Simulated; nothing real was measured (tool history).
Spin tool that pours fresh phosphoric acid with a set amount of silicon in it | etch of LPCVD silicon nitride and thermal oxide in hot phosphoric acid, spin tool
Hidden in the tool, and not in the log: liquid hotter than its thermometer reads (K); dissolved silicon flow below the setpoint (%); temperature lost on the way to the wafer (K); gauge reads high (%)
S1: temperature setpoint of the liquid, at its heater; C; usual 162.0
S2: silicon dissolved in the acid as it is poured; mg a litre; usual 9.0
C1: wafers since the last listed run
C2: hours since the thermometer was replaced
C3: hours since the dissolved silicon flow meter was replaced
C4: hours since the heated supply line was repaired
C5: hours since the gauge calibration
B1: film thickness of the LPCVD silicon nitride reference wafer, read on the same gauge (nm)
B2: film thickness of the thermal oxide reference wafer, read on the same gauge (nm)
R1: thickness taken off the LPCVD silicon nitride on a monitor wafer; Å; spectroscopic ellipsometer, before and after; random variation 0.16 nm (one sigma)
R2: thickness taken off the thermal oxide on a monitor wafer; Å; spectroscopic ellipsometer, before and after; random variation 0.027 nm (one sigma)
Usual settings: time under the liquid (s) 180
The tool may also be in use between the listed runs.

run 1 hour=0.0 | S1=162.0 S2=9.0 time_under_the_liquid_(s)=180 | C1=0 C2=98.1 C3=147.9 C4=398.5 C5=2029.4 | B1=143.26 B2=85.955 | R1=159.0 R2=3.92
run 2 hour=39.8 | S1=162.0 S2=9.0 time_under_the_liquid_(s)=180 | C1=258 C2=137.9 C3=187.7 C4=438.3 C5=2069.2 | B1=143.09 B2=85.877 | R1=157.8 R2=3.97
run 3 hour=106.4 | S1=164.0 S2=15.0 time_under_the_liquid_(s)=215 | C1=432 C2=204.5 C3=254.3 C4=504.9 C5=2135.8 | B1=142.89 B2=85.748 | R1=200.4 R2=5.25
run 4 hour=149.2 | S1=162.0 S2=12.0 time_under_the_liquid_(s)=260 | C1=277 C2=247.3 C3=297.1 C4=547.7 C5=2178.6 | B1=142.72 B2=85.637 | R1=229.1 R2=5.22
run 5 hour=196.7 | S1=164.5 S2=14.0 time_under_the_liquid_(s)=280 | C1=308 C2=294.8 C3=344.6 C4=595.2 C5=2226.1 | B1=142.58 B2=85.545 | R1=270.5 R2=7.08
-- hour=201.9 gauge calibrated
run 6 hour=270.0 | S1=162.0 S2=9.0 time_under_the_liquid_(s)=180 | C1=475 C2=368.1 C3=417.9 C4=668.5 C5=68.1 | B1=150.19 B2=90.107 | R1=167.7 R2=4.41
-- hour=434.5 dissolved silicon flow meter replaced
run 7 hour=468.2 | S1=162.0 S2=11.5 time_under_the_liquid_(s)=180 | C1=1279 C2=566.3 C3=33.7 C4=866.7 C5=266.3 | B1=149.49 B2=89.687 | R1=165.7 R2=4.18
run 8 hour=527.6 | S1=162.0 S2=9.0 time_under_the_liquid_(s)=180 | C1=385 C2=625.7 C3=93.1 C4=926.1 C5=325.7 | B1=149.27 B2=89.565 | R1=164.5 R2=4.77
-- hour=570.1 heated supply line repaired
-- hour=633.7 thermometer replaced
run 9 hour=634.2 | S1=162.0 S2=13.0 time_under_the_liquid_(s)=180 | C1=678 C2=0.5 C3=199.7 C4=64.1 C5=432.3 | B1=148.88 B2=89.336 | R1=167.6 R2=4.27
run 10 hour=689.1 | S1=160.5 S2=11.5 time_under_the_liquid_(s)=150 | C1=356 C2=55.4 C3=254.6 C4=119.0 C5=487.2 | B1=148.68 B2=89.233 | R1=131.1 R2=3.25
run 11 hour=742.2 | S1=159.5 S2=9.0 time_under_the_liquid_(s)=225 | C1=344 C2=108.5 C3=307.7 C4=172.1 C5=540.3 | B1=148.50 B2=89.093 | R1=187.6 R2=4.50
run 12 hour=806.9 | S1=162.0 S2=9.0 time_under_the_liquid_(s)=180 | C1=419 C2=173.2 C3=372.4 C4=236.8 C5=605.0 | B1=148.28 B2=88.944 | R1=165.6 R2=3.90
run 13 hour=899.6 | S1=162.0 S2=9.0 time_under_the_liquid_(s)=240 | C1=601 C2=265.9 C3=465.1 C4=329.5 C5=697.7 | B1=147.96 B2=88.757 | R1=224.0 R2=6.26
-- hour=951.0 dissolved silicon flow meter replaced
run 14 hour=987.0 | S1=162.0 S2=9.0 time_under_the_liquid_(s)=180 | C1=560 C2=353.3 C3=36.0 C4=416.9 C5=785.1 | B1=147.67 B2=88.586 | R1=164.8 R2=4.21
run 15 hour=1057.9 | S1=162.0 S2=9.0 time_under_the_liquid_(s)=205 | C1=460 C2=424.2 C3=106.9 C4=487.8 C5=856.0 | B1=147.39 B2=88.415 | R1=188.2 R2=5.28
run 16 hour=1155.6 | S1=160.0 S2=14.0 time_under_the_liquid_(s)=95 | C1=633 C2=521.9 C3=204.6 C4=585.5 C5=953.7 | B1=147.05 B2=88.244 | R1=81.0 R2=1.72
run 17 hour=1262.1 | S1=164.5 S2=9.0 time_under_the_liquid_(s)=180 | C1=691 C2=628.4 C3=311.1 C4=692.0 C5=1060.2 | B1=146.66 B2=88.001 | R1=175.6 R2=5.34
run 18 hour=1327.3 | S1=160.0 S2=9.0 time_under_the_liquid_(s)=180 | C1=423 C2=693.6 C3=376.3 C4=757.2 C5=1125.4 | B1=146.42 B2=87.866 | R1=153.2 R2=3.66
-- hour=1390.4 thermometer replaced
run 19 hour=1390.9 | S1=162.0 S2=6.0 time_under_the_liquid_(s)=180 | C1=406 C2=0.5 C3=439.9 C4=820.8 C5=1189.0 | B1=146.20 B2=87.739 | R1=161.9 R2=4.58
-- hour=1394.7 heated supply line repaired
run 20 hour=1497.5 | S1=162.0 S2=6.5 time_under_the_liquid_(s)=180 | C1=685 C2=107.1 C3=546.5 C4=102.8 C5=1295.6 | B1=145.83 B2=87.506 | R1=166.0 R2=4.49
run 21 hour=1539.9 | S1=159.5 S2=9.0 time_under_the_liquid_(s)=220 | C1=275 C2=149.5 C3=588.9 C4=145.2 C5=1338.0 | B1=145.69 B2=87.430 | R1=181.1 R2=4.53
-- hour=1589.6 dissolved silicon flow meter replaced
run 22 hour=1645.6 | S1=163.0 S2=9.0 time_under_the_liquid_(s)=120 | C1=679 C2=255.2 C3=56.0 C4=250.9 C5=1443.7 | B1=145.31 B2=87.213 | R1=111.3 R2=3.17
run 23 hour=1709.3 | S1=159.0 S2=11.5 time_under_the_liquid_(s)=215 | C1=413 C2=318.9 C3=119.7 C4=314.6 C5=1507.4 | B1=145.06 B2=87.056 | R1=172.2 R2=4.03

Forecast each of these 3 alternatives for the next run:
run A hour=1709.8 | S1=162.0 S2=9.0 time_under_the_liquid_(s)=180 | C1=3 C2=319.4 C3=120.2 C4=315.1 C5=1507.9 | B1=? B2=? | R1=? R2=?
run B hour=1709.8 | S1=160.5 S2=9.0 time_under_the_liquid_(s)=180 | C1=3 C2=319.4 C3=120.2 C4=315.1 C5=1507.9 | B1=? B2=? | R1=? R2=?
run C hour=1709.8 | S1=160.0 S2=9.0 time_under_the_liquid_(s)=130 | C1=3 C2=319.4 C3=120.2 C4=315.1 C5=1507.9 | B1=? B2=? | R1=? R2=?

run=A B1=145.08 B2=87.034 R1=162.4 R2=4.54
run=B B1=145.08 B2=87.034 R1=154.5 R2=4.06
run=C B1=145.08 B2=87.034 R1=109.7 R2=2.83
Without the tool's hidden state the same runs would have given:
run=A R1=167.9 R2=4.69
run=B R1=159.7 R2=4.20
run=C R1=113.4 R2=2.92
